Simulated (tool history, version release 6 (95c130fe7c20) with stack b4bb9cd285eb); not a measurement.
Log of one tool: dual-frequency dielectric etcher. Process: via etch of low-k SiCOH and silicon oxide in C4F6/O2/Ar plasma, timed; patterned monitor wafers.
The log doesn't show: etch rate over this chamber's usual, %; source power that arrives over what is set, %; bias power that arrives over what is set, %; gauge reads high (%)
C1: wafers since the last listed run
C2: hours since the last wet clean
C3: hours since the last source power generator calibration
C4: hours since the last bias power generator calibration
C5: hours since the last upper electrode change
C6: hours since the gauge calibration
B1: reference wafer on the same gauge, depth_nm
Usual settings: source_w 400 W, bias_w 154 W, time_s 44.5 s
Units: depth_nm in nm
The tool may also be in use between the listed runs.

{"run": 1, "hour": 0.0, "source_w": 350, "bias_w": 154, "time_s": 44.5, "C1": 0, "C2": 139.9, "C3": 1097.9, "C4": 2843.5, "C5": 2046.8, "C6": 225.5, "B1": 106.9, "depth_nm": 87.3}
{"run": 2, "hour": 190.8, "source_w": 350, "bias_w": 154, "time_s": 44.5, "C1": 1995, "C2": 330.7, "C3": 1288.7, "C4": 3034.3, "C5": 2237.6, "C6": 416.3, "B1": 106.8, "depth_nm": 86}
{"run": 3, "hour": 215.9, "source_w": 350, "bias_w": 154, "time_s": 44.5, "C1": 262, "C2": 355.8, "C3": 1313.8, "C4": 3059.4, "C5": 2262.7, "C6": 441.4, "B1": 106.8, "depth_nm": 85.7}
{"run": 4, "hour": 269.4, "source_w": 400, "bias_w": 154, "time_s": 44.5, "C1": 559, "C2": 409.3, "C3": 1367.3, "C4": 3112.9, "C5": 2316.2, "C6": 494.9, "B1": 106.9, "depth_nm": 89.1}
{"hour": 339.2, "done": "wet clean of the chamber"}
{"run": 5, "hour": 339.7, "source_w": 400, "bias_w": 129, "time_s": 44.5, "C1": 484, "C2": 0.5, "C3": 1437.6, "C4": 3183.2, "C5": 2386.5, "C6": 565.2, "B1": 106.9, "depth_nm": 90.1}
{"run": 6, "hour": 384.8, "source_w": 400, "bias_w": 154, "time_s": 44.5, "C1": 471, "C2": 45.6, "C3": 1482.7, "C4": 3228.3, "C5": 2431.6, "C6": 610.3, "B1": 107, "depth_nm": 93.7}
{"run": 7, "hour": 411.9, "source_w": 400, "bias_w": 154, "time_s": 44.5, "C1": 283, "C2": 72.7, "C3": 1509.8, "C4": 3255.4, "C5": 2458.7, "C6": 637.4, "B1": 106.9, "depth_nm": 92.9}
{"run": 8, "hour": 463.2, "source_w": 400, "bias_w": 154, "time_s": 44.5, "C1": 536, "C2": 124, "C3": 1561.1, "C4": 3306.7, "C5": 2510, "C6": 688.7, "B1": 106.9, "depth_nm": 92}
{"hour": 475.5, "done": "bias power generator calibrated"}
{"hour": 524.0, "done": "gauge calibrated"}
{"run": 9, "hour": 532.9, "source_w": 300, "bias_w": 176, "time_s": 48.5, "C1": 687, "C2": 193.7, "C3": 1630.8, "C4": 57.4, "C5": 2579.7, "C6": 8.9, "B1": 106.9, "depth_nm": 94}
{"hour": 589.5, "done": "source power generator calibrated"}
{"run": 10, "hour": 590.0, "source_w": 370, "bias_w": 170, "time_s": 38, "C1": 555, "C2": 250.8, "C3": 0.5, "C4": 114.5, "C5": 2636.8, "C6": 66, "B1": 107, "depth_nm": 78.6}
{"hour": 634.1, "done": "upper electrode replaced"}
{"run": 11, "hour": 637.3, "source_w": 400, "bias_w": 129, "time_s": 37, "C1": 243, "C2": 298.1, "C3": 47.8, "C4": 161.8, "C5": 3.2, "C6": 113.3, "B1": 107, "depth_nm": 73.6}
{"run": 12, "hour": 663.1, "source_w": 400, "bias_w": 119, "time_s": 51, "C1": 269, "C2": 323.9, "C3": 73.6, "C4": 187.6, "C5": 29, "C6": 139.1, "B1": 106.9, "depth_nm": 99}
{"run": 13, "hour": 702.4, "source_w": 480, "bias_w": 154, "time_s": 51.5, "C1": 411, "C2": 363.2, "C3": 112.9, "C4": 226.9, "C5": 68.3, "C6": 178.4, "B1": 106.8, "depth_nm": 113}
{"run": 14, "hour": 769.0, "source_w": 300, "bias_w": 176, "time_s": 48.5, "C1": 696, "C2": 429.8, "C3": 179.5, "C4": 293.5, "C5": 134.9, "C6": 245, "B1": 106.9, "depth_nm": 92.5}
{"hour": 826.6, "done": "wet clean of the chamber"}
{"run": 15, "hour": 827.1, "source_w": 480, "bias_w": 167, "time_s": 44.5, "C1": 356, "C2": 0.5, "C3": 237.6, "C4": 351.6, "C5": 193, "C6": 303.1, "B1": 106.9, "depth_nm": 103.1}
{"run": 16, "hour": 891.8, "source_w": 350, "bias_w": 154, "time_s": 38.5, "C1": 676, "C2": 65.2, "C3": 302.3, "C4": 416.3, "C5": 257.7, "C6": 367.8, "B1": 106.9, "depth_nm": 78.1}

5 ways to go on from here, each from the tool as it stands after run 16. What would each give?
{"run": "A", "hour": 892.2, "source_w": 340, "bias_w": 154, "time_s": 44.5, "C1": 4, "C2": 65.6, "C3": 302.7, "C4": 416.7, "C5": 258.1, "C6": 368.2, "B1": "?", "depth_nm": "?"}
{"run": "B", "hour": 892.2, "source_w": 400, "bias_w": 124, "time_s": 58, "C1": 4, "C2": 65.6, "C3": 302.7, "C4": 416.7, "C5": 258.1, "C6": 368.2, "B1": "?", "depth_nm": "?"}
{"run": "C", "hour": 892.2, "source_w": 470, "bias_w": 129, "time_s": 57, "C1": 4, "C2": 65.6, "C3": 302.7, "C4": 416.7, "C5": 258.1, "C6": 368.2, "B1": "?", "depth_nm": "?"}
{"run": "D", "hour": 892.2, "source_w": 400, "bias_w": 191, "time_s": 44.5, "C1": 4, "C2": 65.6, "C3": 302.7, "C4": 416.7, "C5": 258.1, "C6": 368.2, "B1": "?", "depth_nm": "?"}
{"run": "E", "hour": 892.2, "source_w": 310, "bias_w": 154, "time_s": 41, "C1": 4, "C2": 65.6, "C3": 302.7, "C4": 416.7, "C5": 258.1, "C6": 368.2, "B1": "?", "depth_nm": "?"}

run=A B1=106.9 depth_nm=88.4
run=B B1=106.9 depth_nm=116
run=C B1=106.9 depth_nm=122.2
run=D B1=106.9 depth_nm=99.2
run=E B1=106.9 depth_nm=78.8
Without the tool's hidden state the same runs would have given:
run=A depth_nm=88.2
run=B depth_nm=115.8
run=C depth_nm=121.9
run=D depth_nm=99
run=E depth_nm=78.6
